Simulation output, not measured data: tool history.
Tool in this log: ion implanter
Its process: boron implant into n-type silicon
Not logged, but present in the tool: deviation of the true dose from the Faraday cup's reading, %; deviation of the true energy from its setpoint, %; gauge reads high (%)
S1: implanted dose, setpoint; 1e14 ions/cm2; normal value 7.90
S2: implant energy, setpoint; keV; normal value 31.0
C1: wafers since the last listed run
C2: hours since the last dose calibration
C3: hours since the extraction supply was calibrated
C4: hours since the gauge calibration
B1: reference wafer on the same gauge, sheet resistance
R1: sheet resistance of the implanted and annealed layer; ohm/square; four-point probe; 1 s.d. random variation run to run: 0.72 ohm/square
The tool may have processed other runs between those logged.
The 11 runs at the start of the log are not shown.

| run | day | S1 | S2 | C1 | C2 | C3 | C4 | B1 | R1 |
|---|---|---|---|---|---|---|---|---|---|
| 12 | 11.500 | 9.80 | 34.5 | 396 | 743.2 | 2814.7 | 396.0 | 157.96 | 110.81 |
| 13 | 12.842 | 7.90 | 31.0 | 764 | 775.4 | 2846.9 | 428.2 | 157.96 | 133.24 |
| 14 | 13.483 | 7.90 | 31.0 | 365 | 790.8 | 2862.3 | 443.6 | 157.89 | 133.87 |
| 15 | 14.900 | 7.90 | 31.0 | 806 | 824.8 | 2896.3 | 477.6 | 157.87 | 133.03 |
|  | 15.312 | extraction supply calibrated |
|  | 15.771 | Faraday cup replaced and dose calibrated |
| 16 | 15.792 | 7.90 | 31.0 | 128 | 0.5 | 11.5 | 499.0 | 157.96 | 137.79 |
| 17 | 16.650 | 7.90 | 31.0 | 488 | 21.1 | 32.1 | 519.6 | 157.86 | 139.02 |
| 18 | 17.529 | 8.54 | 37.5 | 500 | 42.2 | 53.2 | 540.7 | 157.91 | 128.14 |
| 19 | 18.554 | 7.90 | 31.0 | 583 | 66.8 | 77.8 | 565.3 | 157.87 | 137.31 |
| 20 | 19.858 | 9.39 | 27.5 | 742 | 98.1 | 109.1 | 596.6 | 157.90 | 119.73 |
| 21 | 20.575 | 9.56 | 24.0 | 408 | 115.3 | 126.3 | 613.8 | 157.89 | 119.28 |
| 22 | 21.629 | 7.90 | 31.0 | 600 | 140.6 | 151.6 | 639.1 | 157.85 | 136.60 |
| 23 | 22.692 | 7.90 | 31.0 | 605 | 166.1 | 177.1 | 664.6 | 158.05 | 136.07 |
|  | 23.288 | gauge calibrated |
| 24 | 23.979 | 5.87 | 21.0 | 733 | 197.0 | 208.0 | 16.6 | 158.07 | 179.59 |
| 25 | 25.033 | 7.90 | 31.0 | 600 | 222.3 | 233.3 | 41.9 | 157.95 | 135.29 |
| 26 | 25.783 | 10.09 | 31.0 | 427 | 240.3 | 251.3 | 59.9 | 157.95 | 110.28 |
| 27 | 27.008 | 7.90 | 31.0 | 697 | 269.7 | 280.7 | 89.3 | 157.90 | 135.84 |
| 28 | 27.588 | 8.58 | 31.0 | 329 | 283.6 | 294.6 | 103.2 | 158.04 | 126.67 |
| 29 | 28.600 | 5.68 | 34.0 | 576 | 307.9 | 318.9 | 127.5 | 157.97 | 175.60 |
| 30 | 29.408 | 7.90 | 31.0 | 460 | 327.3 | 338.3 | 146.9 | 158.12 | 135.88 |
| 31 | 30.179 | 7.90 | 27.0 | 439 | 345.8 | 356.8 | 165.4 | 157.83 | 136.21 |
| 32 | 30.771 | 7.19 | 24.5 | 337 | 360.0 | 371.0 | 179.6 | 158.03 | 148.43 |
| 33 | 31.917 | 6.66 | 40.0 | 652 | 387.5 | 398.5 | 207.1 | 158.06 | 152.02 |
| 34 | 32.796 | 7.26 | 38.5 | 500 | 408.6 | 419.6 | 228.2 | 157.99 | 140.74 |
| 35 | 33.417 | 7.90 | 31.0 | 353 | 423.5 | 434.5 | 243.1 | 158.13 | 133.66 |
| 36 | 34.425 | 10.26 | 22.0 | 574 | 447.7 | 458.7 | 267.3 | 158.15 | 109.75 |

Each row is a separate what-if for the run after 36, all from the same tool condition, not one after another. Results?
| A | 34.442 | 7.90 | 31.0 | 9 | 448.1 | 459.1 | 267.7 | ? | ? |
| B | 34.442 | 9.31 | 31.0 | 9 | 448.1 | 459.1 | 267.7 | ? | ? |
| C | 34.442 | 8.88 | 39.0 | 9 | 448.1 | 459.1 | 267.7 | ? | ? |
| D | 34.442 | 9.60 | 27.5 | 9 | 448.1 | 459.1 | 267.7 | ? | ? |
| E | 34.442 | 6.15 | 23.0 | 9 | 448.1 | 459.1 | 267.7 | ? | ? |

| run | B1 | R1 |
|---|---|---|
| A | 157.90 | 135.55 |
| B | 157.90 | 118.10 |
| C | 157.90 | 120.76 |
| D | 157.90 | 116.07 |
| E | 157.90 | 172.45 |
Without the tool's hidden state the same runs would have given:
| run | R1 |
|---|---|
| A | 139.68 |
| B | 121.73 |
| C | 124.38 |
| D | 119.67 |
| E | 177.80 |
